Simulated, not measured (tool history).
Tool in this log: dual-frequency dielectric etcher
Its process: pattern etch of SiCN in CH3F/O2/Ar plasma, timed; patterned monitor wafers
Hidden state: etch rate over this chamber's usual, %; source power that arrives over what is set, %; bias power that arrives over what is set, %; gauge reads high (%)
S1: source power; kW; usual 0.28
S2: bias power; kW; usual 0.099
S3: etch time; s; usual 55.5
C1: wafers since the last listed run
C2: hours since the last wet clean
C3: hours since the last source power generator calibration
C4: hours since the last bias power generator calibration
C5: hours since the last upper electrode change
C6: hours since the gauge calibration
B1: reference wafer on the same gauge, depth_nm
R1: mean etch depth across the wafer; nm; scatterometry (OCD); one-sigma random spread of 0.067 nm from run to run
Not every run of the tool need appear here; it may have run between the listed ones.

{"run": 1, "day": 0.0, "S1": 0.28, "S2": 0.099, "S3": 55.5, "C1": 0, "C2": 231.2, "C3": 2428.7, "C4": 1663.4, "C5": 2660.5, "C6": 2195.6, "B1": 24.2, "R1": 21.94}
{"run": 2, "day": 2.812, "S1": 0.28, "S2": 0.083, "S3": 55.5, "C1": 793, "C2": 298.7, "C3": 2496.2, "C4": 1730.9, "C5": 2728, "C6": 2263.1, "B1": 24.2, "R1": 20.55}
{"run": 3, "day": 5.55, "S1": 0.28, "S2": 0.083, "S3": 55.5, "C1": 771, "C2": 364.4, "C3": 2561.9, "C4": 1796.6, "C5": 2793.7, "C6": 2328.8, "B1": 24.21, "R1": 20.67}
{"run": 4, "day": 9.921, "S1": 0.28, "S2": 0.083, "S3": 55.5, "C1": 1232, "C2": 469.3, "C3": 2666.8, "C4": 1901.5, "C5": 2898.6, "C6": 2433.7, "B1": 24.19, "R1": 20.76}
{"run": 5, "day": 12.583, "S1": 0.28, "S2": 0.111, "S3": 55.5, "C1": 750, "C2": 533.2, "C3": 2730.7, "C4": 1965.4, "C5": 2962.5, "C6": 2497.6, "B1": 24.19, "R1": 23.04}
{"day": 13.683, "done": "source power generator calibrated"}
{"run": 6, "day": 14.088, "S1": 0.28, "S2": 0.099, "S3": 55.5, "C1": 377, "C2": 569.3, "C3": 9.7, "C4": 2001.5, "C5": 2998.6, "C6": 2533.7, "B1": 24.22, "R1": 21.74}
{"day": 16.579, "done": "wet clean of the chamber"}
{"run": 7, "day": 16.6, "S1": 0.28, "S2": 0.099, "S3": 55.5, "C1": 426, "C2": 0.5, "C3": 70, "C4": 2061.8, "C5": 3058.9, "C6": 2594, "B1": 24.19, "R1": 21.75}
{"run": 8, "day": 17.642, "S1": 0.3, "S2": 0.109, "S3": 49.5, "C1": 293, "C2": 25.5, "C3": 95, "C4": 2086.8, "C5": 3083.9, "C6": 2619, "B1": 24.21, "R1": 20.65}
{"run": 9, "day": 21.667, "S1": 0.21, "S2": 0.099, "S3": 63, "C1": 1134, "C2": 122.1, "C3": 191.6, "C4": 2183.4, "C5": 3180.5, "C6": 2715.6, "B1": 24.21, "R1": 22.64}
{"run": 10, "day": 25.692, "S1": 0.22, "S2": 0.107, "S3": 67.5, "C1": 1134, "C2": 218.7, "C3": 288.2, "C4": 2280, "C5": 3277.1, "C6": 2812.2, "B1": 24.21, "R1": 25.14}
{"day": 26.154, "done": "gauge calibrated"}
{"run": 11, "day": 27.371, "S1": 0.28, "S2": 0.099, "S3": 55.5, "C1": 473, "C2": 259, "C3": 328.5, "C4": 2320.3, "C5": 3317.4, "C6": 29.2, "B1": 24.19, "R1": 21.83}
{"run": 12, "day": 31.108, "S1": 0.22, "S2": 0.107, "S3": 67.5, "C1": 1053, "C2": 348.7, "C3": 418.2, "C4": 2410, "C5": 3407.1, "C6": 118.9, "B1": 24.2, "R1": 25.32}
{"run": 13, "day": 34.679, "S1": 0.33, "S2": 0.109, "S3": 62, "C1": 1006, "C2": 434.4, "C3": 503.9, "C4": 2495.7, "C5": 3492.8, "C6": 204.6, "B1": 24.2, "R1": 26.74}
{"run": 14, "day": 37.258, "S1": 0.26, "S2": 0.106, "S3": 44.5, "C1": 727, "C2": 496.3, "C3": 565.8, "C4": 2557.6, "C5": 3554.7, "C6": 266.5, "B1": 24.2, "R1": 17.5}
{"day": 38.658, "done": "bias power generator calibrated"}
{"run": 15, "day": 39.633, "S1": 0.28, "S2": 0.099, "S3": 55.5, "C1": 622, "C2": 553.3, "C3": 622.8, "C4": 23.4, "C5": 3611.7, "C6": 323.5, "B1": 24.22, "R1": 21.63}
{"day": 41.938, "done": "upper electrode replaced"}
{"day": 42.621, "done": "wet clean of the chamber"}
{"run": 16, "day": 43.683, "S1": 0.22, "S2": 0.082, "S3": 40.5, "C1": 667, "C2": 25.5, "C3": 720, "C4": 120.6, "C5": 41.9, "C6": 420.7, "B1": 24.2, "R1": 13.66}
{"run": 17, "day": 45.538, "S1": 0.28, "S2": 0.099, "S3": 69.5, "C1": 522, "C2": 70, "C3": 764.5, "C4": 165.1, "C5": 86.4, "C6": 465.2, "B1": 24.18, "R1": 27.18}
{"run": 18, "day": 48.854, "S1": 0.33, "S2": 0.099, "S3": 60.5, "C1": 935, "C2": 149.6, "C3": 844.1, "C4": 244.7, "C5": 166, "C6": 544.8, "B1": 24.2, "R1": 24.91}
{"run": 19, "day": 53.35, "S1": 0.28, "S2": 0.085, "S3": 55.5, "C1": 1267, "C2": 257.5, "C3": 952, "C4": 352.6, "C5": 273.9, "C6": 652.7, "B1": 24.21, "R1": 20.53}
{"run": 20, "day": 56.479, "S1": 0.23, "S2": 0.099, "S3": 67, "C1": 882, "C2": 332.6, "C3": 1027.1, "C4": 427.7, "C5": 349, "C6": 727.8, "B1": 24.2, "R1": 24.5}
{"run": 21, "day": 58.0, "S1": 0.28, "S2": 0.122, "S3": 55.5, "C1": 428, "C2": 369.1, "C3": 1063.6, "C4": 464.2, "C5": 385.5, "C6": 764.3, "B1": 24.2, "R1": 23.5}
{"run": 22, "day": 60.321, "S1": 0.28, "S2": 0.099, "S3": 55.5, "C1": 654, "C2": 424.8, "C3": 1119.3, "C4": 519.9, "C5": 441.2, "C6": 820, "B1": 24.19, "R1": 21.82}
{"run": 23, "day": 63.638, "S1": 0.28, "S2": 0.113, "S3": 65.5, "C1": 935, "C2": 504.4, "C3": 1198.9, "C4": 599.5, "C5": 520.8, "C6": 899.6, "B1": 24.21, "R1": 27.03}
{"run": 24, "day": 67.404, "S1": 0.28, "S2": 0.099, "S3": 40.5, "C1": 1062, "C2": 594.8, "C3": 1289.3, "C4": 689.9, "C5": 611.2, "C6": 990, "B1": 24.2, "R1": 15.88}
{"day": 71.912, "done": "wet clean of the chamber"}
{"run": 25, "day": 75.542, "S1": 0.28, "S2": 0.123, "S3": 62.5, "C1": 2012, "C2": 87.1, "C3": 1484.6, "C4": 885.2, "C5": 806.5, "C6": 1185.3, "B1": 24.21, "R1": 26.74}
{"run": 26, "day": 78.129, "S1": 0.21, "S2": 0.113, "S3": 55.5, "C1": 729, "C2": 149.2, "C3": 1546.7, "C4": 947.3, "C5": 868.6, "C6": 1247.4, "B1": 24.19, "R1": 20.89}
{"run": 27, "day": 80.558, "S1": 0.28, "S2": 0.077, "S3": 55.5, "C1": 684, "C2": 207.5, "C3": 1605, "C4": 1005.6, "C5": 926.9, "C6": 1305.7, "B1": 24.19, "R1": 19.98}
{"run": 28, "day": 84.446, "S1": 0.28, "S2": 0.099, "S3": 41, "C1": 1096, "C2": 300.8, "C3": 1698.3, "C4": 1098.9, "C5": 1020.2, "C6": 1399, "B1": 24.18, "R1": 16.19}
{"run": 29, "day": 87.25, "S1": 0.28, "S2": 0.099, "S3": 55.5, "C1": 790, "C2": 368.1, "C3": 1765.6, "C4": 1166.2, "C5": 1087.5, "C6": 1466.3, "B1": 24.19, "R1": 21.96}
{"run": 30, "day": 89.917, "S1": 0.28, "S2": 0.099, "S3": 55.5, "C1": 751, "C2": 432.1, "C3": 1829.6, "C4": 1230.2, "C5": 1151.5, "C6": 1530.3, "B1": 24.2, "R1": 21.98}

For each entry between runs, how does the tool's hidden state at the last listed run before it compare with that at the first listed run after it?
Logged between run 5 and run 6: source power generator calibrated (day 13.683)
  source power that arrives over what is set, %: 4.42 -> 0.138; bias power that arrives over what is set, %: 3.47 -> 3.54
  what was measured, less what the result would be without the hidden state, R1: +0.61 -> +0.29 nm
Logged between run 6 and run 7: wet clean of the chamber (day 16.579)
  source power that arrives over what is set, %: 0.138 -> 0.243; bias power that arrives over what is set, %: 3.54 -> 3.65
  what was measured, less what the result would be without the hidden state, R1: +0.29 -> +0.3 nm
Logged between run 10 and run 11: gauge calibrated (day 26.154)
  source power that arrives over what is set, %: 0.623 -> 0.693; bias power that arrives over what is set, %: 4.07 -> 4.15
  what was measured, less what the result would be without the hidden state, R1: +0.42 -> +0.37 nm
Logged between run 14 and run 15: bias power generator calibrated (day 38.658)
  source power that arrives over what is set, %: 1.11 -> 1.21; bias power that arrives over what is set, %: 4.61 -> 0.625
  what was measured, less what the result would be without the hidden state, R1: +0.36 -> +0.13 nm
Logged between run 15 and run 16: upper electrode replaced (day 41.938); wet clean of the chamber (day 42.621)
  source power that arrives over what is set, %: 1.21 -> 1.38; bias power that arrives over what is set, %: 0.625 -> 0.812
  what was measured, less what the result would be without the hidden state, R1: +0.13 -> +0.1 nm
Logged between run 24 and run 25: wet clean of the chamber (day 71.912)
  source power that arrives over what is set, %: 2.37 -> 2.71; bias power that arrives over what is set, %: 1.91 -> 2.29
  what was measured, less what the result would be without the hidden state, R1: +0.24 -> +0.47 nm
